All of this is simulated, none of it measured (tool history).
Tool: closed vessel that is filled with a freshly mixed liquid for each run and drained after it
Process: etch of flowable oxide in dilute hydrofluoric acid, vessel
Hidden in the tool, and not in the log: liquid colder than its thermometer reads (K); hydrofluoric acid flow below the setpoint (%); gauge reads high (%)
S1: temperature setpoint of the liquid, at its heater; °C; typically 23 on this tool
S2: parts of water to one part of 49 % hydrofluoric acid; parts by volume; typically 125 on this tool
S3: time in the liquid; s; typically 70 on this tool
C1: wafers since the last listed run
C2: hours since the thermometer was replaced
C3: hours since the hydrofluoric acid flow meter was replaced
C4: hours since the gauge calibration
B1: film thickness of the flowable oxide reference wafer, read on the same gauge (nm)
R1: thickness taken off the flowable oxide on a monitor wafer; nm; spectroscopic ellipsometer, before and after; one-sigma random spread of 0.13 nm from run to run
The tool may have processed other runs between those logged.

run,hour,S1,S2,S3,C1,C2,C3,C4,B1,R1
1,0,25,125,85,0,1495.8,1469,561.1,70.02,17.27
2,43.4,25,125,85,3860,1539.2,1512.4,604.5,70,16.99
3,94.8,23,125,90,4572,1590.6,1563.8,655.9,69.94,16.95
4,165.5,23,125,70,6288,1661.3,1634.5,726.6,70,13.32
# hour 227.1: gauge calibrated
5,272.1,23,125,70,9482,1767.9,1741.1,45,70.02,12.98
6,333.5,23,125,70,5461,1829.3,1802.5,106.4,69.95,13.38
7,370,23,125,70,3246,1865.8,1839,142.9,70.03,13.09
8,461.4,23,125,70,8130,1957.2,1930.4,234.3,70.01,13.12
9,556.1,23,125,70,8423,2051.9,2025.1,329,69.95,13.12
10,596.2,23,125,70,3567,2092,2065.2,369.1,69.96,13.22
11,679.6,25,145,70,7418,2175.4,2148.6,452.5,70,11.81
12,726.8,25,145,70,4198,2222.6,2195.8,499.7,69.98,11.83
# hour 767.1: hydrofluoric acid flow meter replaced
13,767.4,23,175,70,3522,2263.2,0.3,540.3,69.93,9.03
# hour 785.1: thermometer replaced
14,859,23,125,35,8059,73.9,91.9,631.9,70.01,6.47
15,945.7,27,80,30,7712,160.6,178.6,718.6,70.03,10.88
16,1053.2,23,125,70,9562,268.1,286.1,826.1,70.01,13.17
17,1117.3,20,170,90,5701,332.2,350.2,890.2,69.96,10.62
# hour 1152.9: gauge calibrated
18,1161.3,26.5,175,95,3913,376.2,394.2,8.4,70,13.67
19,1243.9,26,100,105,7347,458.8,476.8,91,70.02,28.63
20,1327.2,23,125,70,7409,542.1,560.1,174.3,70,13.12
21,1374.1,23,125,50,4171,589,607,221.2,70,9.43
22,1448.9,26.5,175,95,6653,663.8,681.8,296,70,13.87
23,1550.1,27,125,40,9002,765,783,397.2,70.04,8.75
24,1654.3,23,125,70,9268,869.2,887.2,501.4,70.02,13.06

State the hidden condition of the tool at each of the runs:
liquid colder than its thermometer reads (K): 0, the same for each run
hydrofluoric acid flow below the setpoint (%): 0, the same for each run
gauge reads high (%): 0, the same for each run
